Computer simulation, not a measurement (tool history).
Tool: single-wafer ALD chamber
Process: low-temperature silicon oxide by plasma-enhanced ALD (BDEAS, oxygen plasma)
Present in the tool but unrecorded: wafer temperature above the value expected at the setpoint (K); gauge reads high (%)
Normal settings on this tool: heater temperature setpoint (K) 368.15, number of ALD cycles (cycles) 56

run,hour,heater temperature setpoint (K),number of ALD cycles (cycles),wafers since the last listed run,hours since the last thermocouple change,hours since the gauge calibration,"read-back reference wafer on the same gauge, thickness_nm",mean film thickness on the monitor wafer (Å)
1,0,368.15,56,0,1605,530.9,8.35,86.77
2,59.7,368.15,56,389,1664.7,590.6,8.351,86.28
3,85.5,368.15,56,168,1690.5,616.4,8.355,86.54
4,105.2,368.15,56,128,1710.2,636.1,8.35,86.8
5,130.9,360.15,56,167,1735.9,661.8,8.353,88.75
6,155.3,360.15,56,159,1760.3,686.2,8.349,88.44
7,190.6,360.15,56,230,1795.6,721.5,8.35,88.8
8,212.2,374.15,59,141,1817.2,743.1,8.347,89.77
9,241.3,368.15,62,190,1846.3,772.2,8.354,95.75
10,272.8,368.15,56,205,1877.8,803.7,8.348,86.49
11,303.3,368.15,56,199,1908.3,834.2,8.34,86.35
12,327.5,368.15,56,158,1932.5,858.4,8.349,86.44
13,358.8,368.15,56,204,1963.8,889.7,8.349,86.6
14,375.1,368.15,56,106,1980.1,906,8.347,87.1
15,399.3,368.15,56,158,2004.3,930.2,8.351,86.57
16,411.9,368.15,56,82,2016.9,942.8,8.347,86.63
17,481.8,368.15,56,456,2086.8,1012.7,8.347,86.37
# hour 508: gauge calibrated
18,514.1,368.15,56,210,2119.1,6.1,8.352,86.36
19,539.8,368.15,56,167,2144.8,31.8,8.346,86.65
20,564.6,368.15,56,161,2169.6,56.6,8.345,87
21,590.1,368.15,56,166,2195.1,82.1,8.356,86.58
22,602.6,379.15,56,81,2207.6,94.6,8.345,83.4
23,635.1,368.15,56,212,2240.1,127.1,8.344,86.85
24,647.1,363.15,56,78,2252.1,139.1,8.347,87.69
25,668.9,368.15,46,142,2273.9,160.9,8.353,71.14
26,682.2,368.15,56,86,2287.2,174.2,8.348,86.67
27,707.6,368.15,56,165,2312.6,199.6,8.354,86.54
28,720.1,368.15,56,81,2325.1,212.1,8.351,86.36
29,740.5,368.15,56,133,2345.5,232.5,8.344,86.74
30,765.7,368.15,56,164,2370.7,257.7,8.352,86.73
31,785.6,380.15,66,129,2390.6,277.6,8.351,98.57
32,800.7,361.15,60,98,2405.7,292.7,8.349,94.78
33,819.8,368.15,65,124,2424.8,311.8,8.347,100.89
# hour 844.4: thermocouple changed; heater temperature recalibrated
34,848.2,368.15,56,133,3.8,340.2,8.343,84.41
35,867.6,361.15,47,126,23.2,359.6,8.345,72.87
36,885.5,355.15,53,116,41.1,377.5,8.349,83.5
37,897.8,368.15,56,80,53.4,389.8,8.346,85.02
38,932.8,368.15,56,228,88.4,424.8,8.35,84.79
39,951.7,355.15,64,123,107.3,443.7,8.35,101.28
40,967.4,368.15,63,102,123,459.4,8.345,95.6
41,997.6,368.15,56,197,153.2,489.6,8.348,84.96
42,1030.7,368.15,48,216,186.3,522.7,8.349,72.65
43,1060,355.15,66,191,215.6,552,8.347,104.8
44,1091.1,372.15,63,203,246.7,583.1,8.35,94.75
45,1120.6,368.15,63,192,276.2,612.6,8.345,95.75
46,1143.1,360.15,51,146,298.7,635.1,8.351,79.76
47,1159.4,376.15,47,106,315,651.4,8.351,70.15

The logged runs with the hidden state left out (each run's random variation unchanged):
run,mean film thickness on the monitor wafer (Å)
1,85.46
2,84.97
3,85.21
4,85.46
5,87.42
6,87.1
7,87.45
8,88.39
9,94.25
10,85.13
11,84.98
12,85.07
13,85.23
14,85.71
15,85.19
16,85.25
17,84.98
18,84.97
19,85.25
20,85.59
21,85.17
22,82.7
23,85.44
24,86.28
25,69.98
26,85.26
27,85.12
28,84.95
29,85.32
30,85.3
31,97.73
32,93.25
33,99.23
34,84.83
35,73.18
36,83.82
37,85.33
38,85.03
39,101.51
40,95.79
41,85.07
42,72.69
43,104.8
44,94.69
45,95.64
46,79.64
47,70.09

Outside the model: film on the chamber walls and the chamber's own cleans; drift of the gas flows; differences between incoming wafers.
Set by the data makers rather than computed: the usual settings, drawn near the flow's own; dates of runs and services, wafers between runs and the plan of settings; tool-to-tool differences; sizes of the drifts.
